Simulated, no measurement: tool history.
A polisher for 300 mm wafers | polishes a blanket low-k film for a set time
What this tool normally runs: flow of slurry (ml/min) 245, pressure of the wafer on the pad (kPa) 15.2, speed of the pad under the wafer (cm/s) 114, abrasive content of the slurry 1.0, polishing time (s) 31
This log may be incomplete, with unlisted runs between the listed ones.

run    hour  flow of slurry (ml/min)  pressure of the wafer on the pad (kPa)  speed of the pad under the wafer (cm/s)  abrasive content of the slurry  polishing time (s)  incoming thickness of the incoming film, nm  film removed (Å)
  1     0.0                      245                                    17.2                                      114                             1.0                  29                                        643.7               142
       43.2  -- head pressure recalibrated
      114.5  -- conditioning disc replaced and pad reconditioned
      163.5  -- worn pad replaced by a new one
      212.4  -- slurry blender recalibrated
  2   296.9                      245                                    15.2                                      114                             0.9                  31                                        651.7               124
      385.4  -- head pressure recalibrated
      441.0  -- conditioning disc replaced and pad reconditioned
  3   472.4                      245                                    17.9                                      114                             1.0                  31                                        654.3               152
      480.3  -- worn pad replaced by a new one
  4   544.3                      245                                    17.9                                      114                             1.0                  31                                        652.8               156
  5   619.8                      245                                    17.9                                      114                             1.0                  31                                        654.9               151
      658.7  -- slurry nozzle cleaned
  6   703.1                      245                                    15.2                                      114                             1.0                  31                                        651.7               137
      715.0  -- slurry blender recalibrated
      739.8  -- conditioning disc replaced and pad reconditioned
      765.0  -- head pressure recalibrated
  7   770.9                      245                                    15.2                                      114                             1.0                  31                                        660.3               136
      824.0  -- worn pad replaced by a new one
  8   827.9                      325                                    11.0                                       88                             1.0                  31                                        659.3                88
     1060.0  -- conditioning disc replaced and pad reconditioned
     1115.2  -- head pressure recalibrated
  9  1120.2                      245                                    17.2                                      114                             1.0                  29                                        646.9               136

Run 10 is up next; what results do you expect?
     1143.0  -- worn pad replaced by a new one
     1217.1  -- slurry blender recalibrated
 10  1217.6                      245                                    17.2                                      114                             1.0                  31                                        660.4                 ?

{"run 10": {"film removed (Å)": 145}}
On a tool with no hidden condition, and with the same random variation, this run would have come out at film removed (Å) 145.
